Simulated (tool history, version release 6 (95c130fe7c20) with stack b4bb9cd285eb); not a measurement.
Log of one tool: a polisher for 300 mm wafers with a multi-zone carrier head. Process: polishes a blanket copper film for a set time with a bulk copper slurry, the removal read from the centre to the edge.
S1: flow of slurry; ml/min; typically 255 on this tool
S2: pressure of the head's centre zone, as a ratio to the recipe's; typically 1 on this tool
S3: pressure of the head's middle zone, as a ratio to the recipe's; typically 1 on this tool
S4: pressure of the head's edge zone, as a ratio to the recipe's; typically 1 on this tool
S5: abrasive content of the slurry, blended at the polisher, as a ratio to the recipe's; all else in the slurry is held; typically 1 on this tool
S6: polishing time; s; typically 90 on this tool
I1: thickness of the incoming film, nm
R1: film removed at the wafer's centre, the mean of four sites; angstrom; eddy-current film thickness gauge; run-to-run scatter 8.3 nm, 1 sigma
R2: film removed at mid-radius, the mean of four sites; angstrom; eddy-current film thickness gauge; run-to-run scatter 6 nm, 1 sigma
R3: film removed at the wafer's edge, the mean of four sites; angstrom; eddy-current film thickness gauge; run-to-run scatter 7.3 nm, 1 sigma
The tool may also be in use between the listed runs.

Run 1, hour 0: usual settings; I1 3132.6. Result: R1 4965 angstrom, R2 5386 angstrom, R3 5446 angstrom.
Run 2, hour 26.5: usual settings but S5 1.15; I1 3150.6. Result: R1 5230 angstrom, R2 5600 angstrom, R3 5641 angstrom.
Run 3, hour 41.1: usual settings but S5 1.15; I1 3173.6. Result: R1 5287 angstrom, R2 5469 angstrom, R3 5714 angstrom.
At hour 49.2: worn pad replaced by a new one.
Run 4, hour 62.3: usual settings but S2 0.96, S3 0.9, S4 1.05, S5 1.15; I1 3189. Result: R1 4955 angstrom, R2 4959 angstrom, R3 5862 angstrom.
Run 5, hour 116.8: usual settings but S1 195 ml/min, S2 1.06, S3 1.1, S4 1.07; I1 3176.1. Result: R1 4754 angstrom, R2 5385 angstrom, R3 5446 angstrom.
Run 6, hour 150.5: usual settings but S1 215 ml/min, S2 0.93, S6 114 s; I1 3148.1. Result: R1 5539 angstrom, R2 6560 angstrom, R3 6589 angstrom.
Run 7, hour 176.3: usual settings; I1 3109.3. Result: R1 4926 angstrom, R2 5327 angstrom, R3 5567 angstrom.
Run 8, hour 205.4: usual settings but S3 1.03, S4 0.89; I1 3157.6. Result: R1 4820 angstrom, R2 5488 angstrom, R3 5138 angstrom.
At hour 228.1: worn pad replaced by a new one.
Run 9, hour 231.4: usual settings; I1 3118.5. Result: R1 4811 angstrom, R2 5353 angstrom, R3 5407 angstrom.
Run 10, hour 261.9: usual settings but S4 0.94; I1 3200.3. Result: R1 4679 angstrom, R2 5233 angstrom, R3 5279 angstrom.
Run 11, hour 284.1: usual settings; I1 3156.8. Result: R1 4788 angstrom, R2 5242 angstrom, R3 5567 angstrom.
At hour 292.8: carrier head's membrane replaced by a new one.
Run 12, hour 316.6: usual settings but S1 190 ml/min; I1 3147.9. Result: R1 4294 angstrom, R2 4884 angstrom, R3 5216 angstrom.
Run 13, hour 342.8: usual settings but S1 280 ml/min, S2 0.96, S3 0.95, S5 1.25; I1 3171.3. Result: R1 4794 angstrom, R2 5445 angstrom, R3 5742 angstrom.
At hour 351.4: centre zone pressure recalibrated.
At hour 356.2: slurry nozzle cleaned.
Run 14, hour 363: usual settings but S2 0.95, S4 1.04; I1 3104.2. Result: R1 5572 angstrom, R2 5860 angstrom, R3 5948 angstrom.
Run 15, hour 392.9: usual settings but S3 1.07; I1 3124.9. Result: R1 5559 angstrom, R2 6153 angstrom, R3 5899 angstrom.
At hour 405.8: worn pad replaced by a new one.
Run 16, hour 426.1: usual settings; I1 3119. Result: R1 5663 angstrom, R2 5841 angstrom, R3 5737 angstrom.

The next listed run, before its measurement:
Run 17, hour 454.5: usual settings but S4 1.03, S6 120 s; I1 3099. Result: R1 ?, R2 ?, R3 ?.

Run 17 produced R1 7248 angstrom, R2 7729 angstrom, R3 7733 angstrom.
Were there no unlogged condition in the tool, this run, its random variation unchanged, would have produced R1 7587 angstrom, R2 7964 angstrom, R3 7910 angstrom.

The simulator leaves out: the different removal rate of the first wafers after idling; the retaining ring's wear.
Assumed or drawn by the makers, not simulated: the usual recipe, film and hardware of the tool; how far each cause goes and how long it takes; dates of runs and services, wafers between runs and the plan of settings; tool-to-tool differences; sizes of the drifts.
